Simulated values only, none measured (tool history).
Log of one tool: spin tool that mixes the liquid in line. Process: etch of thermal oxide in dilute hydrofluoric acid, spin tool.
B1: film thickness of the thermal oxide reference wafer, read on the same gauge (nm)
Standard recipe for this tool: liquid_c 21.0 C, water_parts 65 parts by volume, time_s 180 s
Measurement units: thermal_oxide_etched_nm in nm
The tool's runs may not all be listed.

Run 1, hour 0.0: usual settings but time_s 235 s; B1 50.02. Result: thermal_oxide_etched_nm 13.47 nm.
Run 2, hour 40.5: usual settings but time_s 235 s; B1 50.00. Result: thermal_oxide_etched_nm 13.50 nm.
Run 3, hour 110.5: usual settings; B1 50.03. Result: thermal_oxide_etched_nm 10.22 nm.
Run 4, hour 138.0: usual settings; B1 49.98. Result: thermal_oxide_etched_nm 10.25 nm.
Run 5, hour 172.8: usual settings; B1 50.01. Result: thermal_oxide_etched_nm 10.05 nm.
Run 6, hour 214.8: usual settings but water_parts 40 parts by volume; B1 50.00. Result: thermal_oxide_etched_nm 16.83 nm.
Run 7, hour 271.3: usual settings but time_s 255 s; B1 50.06. Result: thermal_oxide_etched_nm 14.34 nm.
Run 8, hour 306.0: usual settings but liquid_c 19.0 C; B1 49.96. Result: thermal_oxide_etched_nm 9.18 nm.
Run 9, hour 369.0: usual settings but water_parts 75 parts by volume, time_s 115 s; B1 50.02. Result: thermal_oxide_etched_nm 5.49 nm.
Run 10, hour 420.5: usual settings but water_parts 75 parts by volume, time_s 115 s; B1 50.00. Result: thermal_oxide_etched_nm 5.47 nm.
Run 11, hour 632.8: usual settings; B1 49.97. Result: thermal_oxide_etched_nm 9.84 nm.
Run 12, hour 675.1: usual settings; B1 49.99. Result: thermal_oxide_etched_nm 9.80 nm.
At hour 785.3: gauge calibrated.
Run 13, hour 885.1: usual settings but liquid_c 23.5 C; B1 49.99. Result: thermal_oxide_etched_nm 10.73 nm.
Run 14, hour 917.0: usual settings but liquid_c 23.5 C; B1 50.01. Result: thermal_oxide_etched_nm 10.63 nm.
At hour 967.8: hydrofluoric acid flow meter replaced.
Run 15, hour 996.1: usual settings but liquid_c 23.5 C; B1 50.03. Result: thermal_oxide_etched_nm 11.22 nm.
Run 16, hour 1020.6: usual settings; B1 50.04. Result: thermal_oxide_etched_nm 10.04 nm.
Run 17, hour 1060.7: usual settings; B1 50.03. Result: thermal_oxide_etched_nm 10.11 nm.
Run 18, hour 1092.0: usual settings but liquid_c 26.0 C, water_parts 75 parts by volume, time_s 285 s; B1 50.01. Result: thermal_oxide_etched_nm 16.73 nm.
Run 19, hour 1141.4: usual settings but liquid_c 25.5 C, water_parts 40 parts by volume, time_s 255 s; B1 50.00. Result: thermal_oxide_etched_nm 28.51 nm.

The next listed run, before its measurement:
Run 20, hour 1167.6: usual settings but liquid_c 17.5 C, water_parts 90 parts by volume, time_s 95 s; B1 ?. Result: thermal_oxide_etched_nm ?.

Run 20 measured B1 49.99, thermal_oxide_etched_nm 3.20 nm.
Were there no unlogged condition in the tool, this run, its random variation unchanged, would have produced thermal_oxide_etched_nm 3.63 nm.

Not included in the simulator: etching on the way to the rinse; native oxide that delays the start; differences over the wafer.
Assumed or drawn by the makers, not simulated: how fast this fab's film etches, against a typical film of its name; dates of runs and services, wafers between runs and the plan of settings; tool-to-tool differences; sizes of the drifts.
